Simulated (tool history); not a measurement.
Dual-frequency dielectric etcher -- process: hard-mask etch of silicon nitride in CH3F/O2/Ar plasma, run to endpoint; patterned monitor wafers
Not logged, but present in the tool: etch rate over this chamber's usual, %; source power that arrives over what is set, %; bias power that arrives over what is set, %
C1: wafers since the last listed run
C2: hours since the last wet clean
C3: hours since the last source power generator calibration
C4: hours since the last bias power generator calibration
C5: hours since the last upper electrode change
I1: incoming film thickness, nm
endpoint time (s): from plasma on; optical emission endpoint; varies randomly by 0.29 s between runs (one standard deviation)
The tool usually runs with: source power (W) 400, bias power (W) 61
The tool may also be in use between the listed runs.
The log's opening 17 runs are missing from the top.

run 18 hour=1709 | source_power_(W)=400 bias_power_(W)=61 | C1=1647 C2=429.6 C3=4685.3 C4=903 C5=4032.1 | I1=38.36 | endpoint_time_(s)=54.3
run 19 hour=1788.1 | source_power_(W)=470 bias_power_(W)=65 | C1=1282 C2=508.7 C3=4764.4 C4=982.1 C5=4111.2 | I1=38.21 | endpoint_time_(s)=49.5
run 20 hour=1885.5 | source_power_(W)=350 bias_power_(W)=61 | C1=1579 C2=606.1 C3=4861.8 C4=1079.5 C5=4208.6 | I1=38.02 | endpoint_time_(s)=55.2
-- hour=1953 source power generator calibrated
-- hour=1960.4 wet clean of the chamber
run 21 hour=1960.9 | source_power_(W)=400 bias_power_(W)=68 | C1=1037 C2=0.5 C3=7.9 C4=1154.9 C5=4284 | I1=38.54 | endpoint_time_(s)=53.5
-- hour=1994.3 upper electrode replaced, of another model than before
run 22 hour=2040 | source_power_(W)=300 bias_power_(W)=74 | C1=893 C2=79.6 C3=87 C4=1234 C5=45.7 | I1=38.26 | endpoint_time_(s)=57.3
run 23 hour=2105.8 | source_power_(W)=400 bias_power_(W)=61 | C1=1066 C2=145.4 C3=152.8 C4=1299.8 C5=111.5 | I1=38.4 | endpoint_time_(s)=54.1
run 24 hour=2203.3 | source_power_(W)=430 bias_power_(W)=61 | C1=1580 C2=242.9 C3=250.3 C4=1397.3 C5=209 | I1=38.42 | endpoint_time_(s)=52.8
run 25 hour=2278.5 | source_power_(W)=400 bias_power_(W)=66 | C1=1219 C2=318.1 C3=325.5 C4=1472.5 C5=284.2 | I1=38.12 | endpoint_time_(s)=52.3
run 26 hour=2352.6 | source_power_(W)=440 bias_power_(W)=75 | C1=1201 C2=392.2 C3=399.6 C4=1546.6 C5=358.3 | I1=38.08 | endpoint_time_(s)=47.3
run 27 hour=2403.6 | source_power_(W)=400 bias_power_(W)=61 | C1=826 C2=443.2 C3=450.6 C4=1597.6 C5=409.3 | I1=38.32 | endpoint_time_(s)=53.9
run 28 hour=2467.3 | source_power_(W)=310 bias_power_(W)=72 | C1=1032 C2=506.9 C3=514.3 C4=1661.3 C5=473 | I1=38.33 | endpoint_time_(s)=56.5
run 29 hour=2559.6 | source_power_(W)=400 bias_power_(W)=61 | C1=1496 C2=599.2 C3=606.6 C4=1753.6 C5=565.3 | I1=38.11 | endpoint_time_(s)=52.9
-- hour=2642.8 wet clean of the chamber
run 30 hour=2661.6 | source_power_(W)=360 bias_power_(W)=48 | C1=1264 C2=18.8 C3=708.6 C4=1855.6 C5=667.3 | I1=38.45 | endpoint_time_(s)=63.4
run 31 hour=2730.2 | source_power_(W)=400 bias_power_(W)=61 | C1=1112 C2=87.4 C3=777.2 C4=1924.2 C5=735.9 | I1=38.07 | endpoint_time_(s)=54.1
run 32 hour=2793.7 | source_power_(W)=490 bias_power_(W)=47 | C1=1029 C2=150.9 C3=840.7 C4=1987.7 C5=799.4 | I1=38.17 | endpoint_time_(s)=54.9
run 33 hour=2895.2 | source_power_(W)=460 bias_power_(W)=73 | C1=1645 C2=252.4 C3=942.2 C4=2089.2 C5=900.9 | I1=38.51 | endpoint_time_(s)=47.6
run 34 hour=2973.7 | source_power_(W)=300 bias_power_(W)=48 | C1=1272 C2=330.9 C3=1020.7 C4=2167.7 C5=979.4 | I1=38.42 | endpoint_time_(s)=68.2

Predict each of these 5 candidate next runs independently; none follows another, all start after run 34:
run A hour=2974.1 | source_power_(W)=400 bias_power_(W)=61 | C1=6 C2=331.3 C3=1021.1 C4=2168.1 C5=979.8 | I1=38.43 | endpoint_time_(s)=?
run B hour=2974.1 | source_power_(W)=400 bias_power_(W)=67 | C1=6 C2=331.3 C3=1021.1 C4=2168.1 C5=979.8 | I1=38.43 | endpoint_time_(s)=?
run C hour=2974.1 | source_power_(W)=340 bias_power_(W)=67 | C1=6 C2=331.3 C3=1021.1 C4=2168.1 C5=979.8 | I1=38.43 | endpoint_time_(s)=?
run D hour=2974.1 | source_power_(W)=400 bias_power_(W)=49 | C1=6 C2=331.3 C3=1021.1 C4=2168.1 C5=979.8 | I1=38.43 | endpoint_time_(s)=?
run E hour=2974.1 | source_power_(W)=400 bias_power_(W)=47 | C1=6 C2=331.3 C3=1021.1 C4=2168.1 C5=979.8 | I1=38.43 | endpoint_time_(s)=?

run=A endpoint_time_(s)=53.8
run=B endpoint_time_(s)=51.8
run=C endpoint_time_(s)=55.8
run=D endpoint_time_(s)=58.6
run=E endpoint_time_(s)=59.6
With the hidden condition removed and each run's random variation left untouched, the same runs would have given:
run=A endpoint_time_(s)=54.7
run=B endpoint_time_(s)=52.7
run=C endpoint_time_(s)=56.7
run=D endpoint_time_(s)=59.6
run=E endpoint_time_(s)=60.6
